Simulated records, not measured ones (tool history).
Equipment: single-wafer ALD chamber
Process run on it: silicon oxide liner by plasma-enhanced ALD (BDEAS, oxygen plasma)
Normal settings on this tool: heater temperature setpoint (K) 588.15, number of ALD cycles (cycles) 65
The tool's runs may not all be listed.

| run | hour | heater temperature setpoint (K) | number of ALD cycles (cycles) | wafers since the last listed run | hours since the last thermocouple change | hours since the gauge calibration | read-back reference wafer on the same gauge, thickness_nm | mean film thickness on the monitor wafer (Å) |
|---|---|---|---|---|---|---|---|---|
| 1 | 0 | 588.15 | 65 | 0 | 2059 | 77.2 | 4.603 | 56.62 |
| 2 | 13.4 | 588.15 | 61 | 74 | 2072.4 | 90.6 | 4.599 | 53.18 |
| 3 | 22.3 | 595.15 | 65 | 49 | 2081.3 | 99.5 | 4.598 | 56.11 |
| 4 | 38.6 | 595.15 | 65 | 91 | 2097.6 | 115.8 | 4.6 | 56.13 |
| 5 | 54.1 | 595.15 | 65 | 86 | 2113.1 | 131.3 | 4.599 | 56.17 |
| 6 | 67.6 | 588.15 | 65 | 75 | 2126.6 | 144.8 | 4.603 | 56.68 |
| 7 | 82.4 | 588.15 | 65 | 82 | 2141.4 | 159.6 | 4.597 | 56.66 |
| 8 | 92.6 | 588.15 | 65 | 56 | 2151.6 | 169.8 | 4.6 | 56.65 |
| 9 | 107.8 | 592.15 | 65 | 84 | 2166.8 | 185 | 4.602 | 56.43 |
| 10 | 122.5 | 582.15 | 54 | 82 | 2181.5 | 199.7 | 4.606 | 47.56 |
|  | 126.2 | gauge calibrated |
|  | 136.4 | thermocouple changed; heater temperature recalibrated |
| 11 | 137.2 | 582.15 | 53 | 37 | 0.8 | 11 | 4.598 | 46.71 |
| 12 | 145.8 | 588.15 | 74 | 48 | 9.4 | 19.6 | 4.601 | 64.56 |
| 13 | 153.1 | 592.15 | 74 | 40 | 16.7 | 26.9 | 4.601 | 64.25 |
| 14 | 169.6 | 588.15 | 65 | 92 | 33.2 | 43.4 | 4.599 | 56.45 |
| 15 | 196.4 | 603.15 | 56 | 149 | 60 | 70.2 | 4.602 | 47.62 |
| 16 | 204.9 | 603.15 | 58 | 47 | 68.5 | 78.7 | 4.595 | 49.4 |
| 17 | 222.3 | 593.15 | 65 | 97 | 85.9 | 96.1 | 4.603 | 56.32 |
| 18 | 239.9 | 592.15 | 58 | 98 | 103.5 | 113.7 | 4.601 | 50.56 |
| 19 | 249.7 | 588.15 | 65 | 54 | 113.3 | 123.5 | 4.6 | 56.64 |

State the hidden condition of the tool at each of the runs:
wafer temperature above the value expected at the setpoint (K): 0 across all the runs
gauge reads high (%): 0 across all the runs

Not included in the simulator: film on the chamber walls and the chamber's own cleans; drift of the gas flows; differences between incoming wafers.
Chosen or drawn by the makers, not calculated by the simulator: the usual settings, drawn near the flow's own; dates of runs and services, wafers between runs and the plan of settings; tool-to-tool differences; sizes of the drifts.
